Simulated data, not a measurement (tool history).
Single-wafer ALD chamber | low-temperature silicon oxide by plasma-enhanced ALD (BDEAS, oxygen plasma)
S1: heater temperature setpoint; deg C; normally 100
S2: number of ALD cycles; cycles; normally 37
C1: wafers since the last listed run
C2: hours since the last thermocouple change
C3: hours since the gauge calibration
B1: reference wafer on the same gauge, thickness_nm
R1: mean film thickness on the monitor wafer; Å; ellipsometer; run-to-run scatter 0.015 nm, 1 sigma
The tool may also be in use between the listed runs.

Run 1, day 0: usual settings; C1 0; C2 1682.5; C3 1257.3; B1 4.394. Result: R1 53.09 Å.
At day 2.217: thermocouple changed; heater temperature recalibrated.
At day 3.029: gauge calibrated.
Run 2, day 4.154: usual settings; C1 575; C2 46.5; C3 27; B1 4.391. Result: R1 52.44 Å.
Run 3, day 6.179: usual settings but S2 40 cycles; C1 305; C2 95.1; C3 75.6; B1 4.39. Result: R1 56.6 Å.
Run 4, day 8.167: usual settings but S2 31 cycles; C1 299; C2 142.8; C3 123.3; B1 4.39. Result: R1 43.93 Å.
Run 5, day 11.7: usual settings but S1 95 deg C; C1 532; C2 227.6; C3 208.1; B1 4.388. Result: R1 53.27 Å.
Run 6, day 16.15: usual settings but S1 95 deg C; C1 670; C2 334.4; C3 314.9; B1 4.391. Result: R1 53.36 Å.
Run 7, day 20.042: usual settings but S1 95 deg C; C1 586; C2 427.8; C3 408.3; B1 4.392. Result: R1 53.41 Å.
Run 8, day 22.225: usual settings but S1 96 deg C; C1 329; C2 480.2; C3 460.7; B1 4.392. Result: R1 53.1 Å.
Run 9, day 26.133: usual settings but S1 96 deg C; C1 589; C2 574; C3 554.5; B1 4.387. Result: R1 53.22 Å.
Run 10, day 28.462: usual settings but S1 96 deg C; C1 351; C2 629.9; C3 610.4; B1 4.393. Result: R1 53.37 Å.
Run 11, day 30.433: usual settings; C1 297; C2 677.2; C3 657.7; B1 4.39. Result: R1 52.23 Å.
Run 12, day 34.017: usual settings; C1 540; C2 763.2; C3 743.7; B1 4.39. Result: R1 52.56 Å.
Run 13, day 45.379: usual settings but S2 33 cycles; C1 1712; C2 1035.9; C3 1016.4; B1 4.386. Result: R1 47 Å.
Run 14, day 48.2: usual settings; C1 425; C2 1103.6; C3 1084.1; B1 4.388. Result: R1 52.79 Å.
Run 15, day 49.925: usual settings but S1 95 deg C, S2 32 cycles; C1 260; C2 1145; C3 1125.5; B1 4.389. Result: R1 46.44 Å.
Run 16, day 53.9: usual settings but S1 91 deg C, S2 30 cycles; C1 599; C2 1240.4; C3 1220.9; B1 4.387. Result: R1 43.87 Å.
Run 17, day 57.196: usual settings; C1 496; C2 1319.5; C3 1300; B1 4.386. Result: R1 52.76 Å.
Run 18, day 60.329: usual settings but S2 34 cycles; C1 472; C2 1394.7; C3 1375.2; B1 4.385. Result: R1 48.5 Å.
Run 19, day 64.825: usual settings; C1 677; C2 1502.6; C3 1483.1; B1 4.391. Result: R1 52.67 Å.
Run 20, day 67.033: usual settings but S1 104 deg C, S2 33 cycles; C1 332; C2 1555.6; C3 1536.1; B1 4.391. Result: R1 46.57 Å.
Run 21, day 69.133: usual settings; C1 316; C2 1606; C3 1586.5; B1 4.391. Result: R1 52.85 Å.
At day 70.458: gauge calibrated.
At day 71.817: thermocouple changed; heater temperature recalibrated.
Run 22, day 71.838: usual settings but S1 85 deg C, S2 42 cycles; C1 357; C2 0.5; C3 33.1; B1 4.393. Result: R1 62.17 Å.
Run 23, day 75.208: usual settings but S2 39 cycles; C1 508; C2 81.4; C3 114; B1 4.39. Result: R1 54.86 Å.
Run 24, day 88.612: usual settings but S1 91 deg C, S2 42 cycles; C1 2020; C2 403.1; C3 435.7; B1 4.389. Result: R1 61.27 Å.
Run 25, day 92.517: usual settings but S1 88 deg C, S2 31 cycles; C1 588; C2 496.8; C3 529.4; B1 4.389. Result: R1 45.99 Å.
Run 26, day 94.071: usual settings but S1 87 deg C, S2 30 cycles; C1 234; C2 534.1; C3 566.7; B1 4.392. Result: R1 44.29 Å.
Run 27, day 97.675: usual settings but S1 90 deg C, S2 33 cycles; C1 543; C2 620.6; C3 653.2; B1 4.394. Result: R1 48.46 Å.
Run 28, day 110.467: usual settings but S1 105 deg C, S2 31 cycles; C1 1928; C2 927.6; C3 960.2; B1 4.391. Result: R1 43.57 Å.

Here are 3 independent what-if runs from the current tool condition. What would each one return?
Run A, day 110.488: usual settings but S1 93 deg C; C1 3; C2 928.1; C3 960.7; B1 ?. Result: R1 ?.
Run B, day 110.488: usual settings but S2 41 cycles; C1 3; C2 928.1; C3 960.7; B1 ?. Result: R1 ?.
Run C, day 110.488: usual settings but S1 96 deg C, S2 44 cycles; C1 3; C2 928.1; C3 960.7; B1 ?. Result: R1 ?.

run     B1     R1
  A  4.394  53.91
  B  4.394   58.4
  C  4.394  63.49
Without the tool's unlogged condition, the same runs would have read:
run     R1
  A  53.61
  B  58.07
  C  63.14
